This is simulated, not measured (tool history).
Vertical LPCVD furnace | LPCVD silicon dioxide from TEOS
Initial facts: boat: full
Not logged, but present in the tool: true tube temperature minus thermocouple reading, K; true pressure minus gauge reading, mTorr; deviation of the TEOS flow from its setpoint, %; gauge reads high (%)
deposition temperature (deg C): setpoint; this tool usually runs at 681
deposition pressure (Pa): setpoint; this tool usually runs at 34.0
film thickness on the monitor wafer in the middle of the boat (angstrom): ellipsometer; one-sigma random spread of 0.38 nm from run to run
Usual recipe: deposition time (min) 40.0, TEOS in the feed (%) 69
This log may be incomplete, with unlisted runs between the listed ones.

| run | hour | deposition temperature (deg C) | deposition pressure (Pa) | deposition time (min) | TEOS in the feed (%) | wafers since the last listed run | hours since the last temperature calibration | hours since the pressure gauge was zeroed | hours since the TEOS flow controller was replaced | hours since the gauge calibration | read-back reference wafer on the same gauge, thickness | film thickness on the monitor wafer in the middle of the boat (angstrom) |
|---|---|---|---|---|---|---|---|---|---|---|---|---|
| 1 | 0.0 | 681 | 34.0 | 52.5 | 69 | 0 | 4952.2 | 1103.8 | 2197.0 | 305.4 | 184.92 | 2439.1 |
| 2 | 54.1 | 681 | 34.0 | 52.5 | 69 | 813 | 5006.3 | 1157.9 | 2251.1 | 359.5 | 184.94 | 2431.7 |
| 3 | 107.4 | 681 | 34.0 | 52.5 | 69 | 801 | 5059.6 | 1211.2 | 2304.4 | 412.8 | 185.01 | 2439.6 |
| 4 | 161.4 | 681 | 34.0 | 40.0 | 69 | 811 | 5113.6 | 1265.2 | 2358.4 | 466.8 | 185.12 | 1862.5 |
| 5 | 209.6 | 681 | 34.0 | 40.0 | 69 | 724 | 5161.8 | 1313.4 | 2406.6 | 515.0 | 185.00 | 1863.7 |
| 6 | 236.2 | 681 | 34.0 | 40.0 | 69 | 399 | 5188.4 | 1340.0 | 2433.2 | 541.6 | 185.01 | 1861.1 |
| 7 | 297.5 | 681 | 34.0 | 40.0 | 69 | 921 | 5249.7 | 1401.3 | 2494.5 | 602.9 | 184.96 | 1864.5 |
|  | 311.5 | gauge calibrated |
|  | 327.1 | pressure gauge zeroed |
| 8 | 337.4 | 681 | 34.0 | 40.0 | 69 | 238 | 5289.6 | 10.3 | 2534.4 | 25.9 | 184.91 | 1857.2 |
| 9 | 398.0 | 681 | 34.0 | 40.0 | 69 | 910 | 5350.2 | 70.9 | 2595.0 | 86.5 | 184.91 | 1860.8 |
|  | 438.2 | thermocouples replaced and temperature profile calibrated |
| 10 | 438.7 | 684 | 34.0 | 40.0 | 69 | 250 | 0.5 | 111.6 | 2635.7 | 127.2 | 185.08 | 1996.6 |
| 11 | 499.7 | 681 | 34.0 | 40.0 | 61 | 916 | 61.5 | 172.6 | 2696.7 | 188.2 | 184.95 | 1746.0 |
| 12 | 563.5 | 681 | 34.0 | 47.0 | 63 | 958 | 125.3 | 236.4 | 2760.5 | 252.0 | 185.13 | 2092.5 |
|  | 617.0 | TEOS flow controller replaced |
| 13 | 617.5 | 672 | 34.0 | 40.0 | 69 | 450 | 179.3 | 290.4 | 0.5 | 306.0 | 184.98 | 1494.4 |
| 14 | 638.2 | 690 | 34.0 | 24.0 | 69 | 311 | 200.0 | 311.1 | 21.2 | 326.7 | 185.04 | 1387.7 |
| 15 | 694.1 | 681 | 30.7 | 29.5 | 64 | 840 | 255.9 | 367.0 | 77.1 | 382.6 | 184.93 | 1256.9 |
| 16 | 735.7 | 693 | 34.0 | 50.5 | 75 | 625 | 297.5 | 408.6 | 118.7 | 424.2 | 185.03 | 3265.2 |
| 17 | 775.7 | 681 | 34.0 | 40.0 | 69 | 601 | 337.5 | 448.6 | 158.7 | 464.2 | 185.02 | 1863.4 |
| 18 | 826.0 | 681 | 34.0 | 32.0 | 69 | 755 | 387.8 | 498.9 | 209.0 | 514.5 | 185.06 | 1488.8 |

For each run, what was the tool's unlogged condition?
true tube temperature minus thermocouple reading, K: 0 on each run
true pressure minus gauge reading, mTorr: 0 on each run
deviation of the TEOS flow from its setpoint, %: 0 on each run
gauge reads high (%): 0 on each run
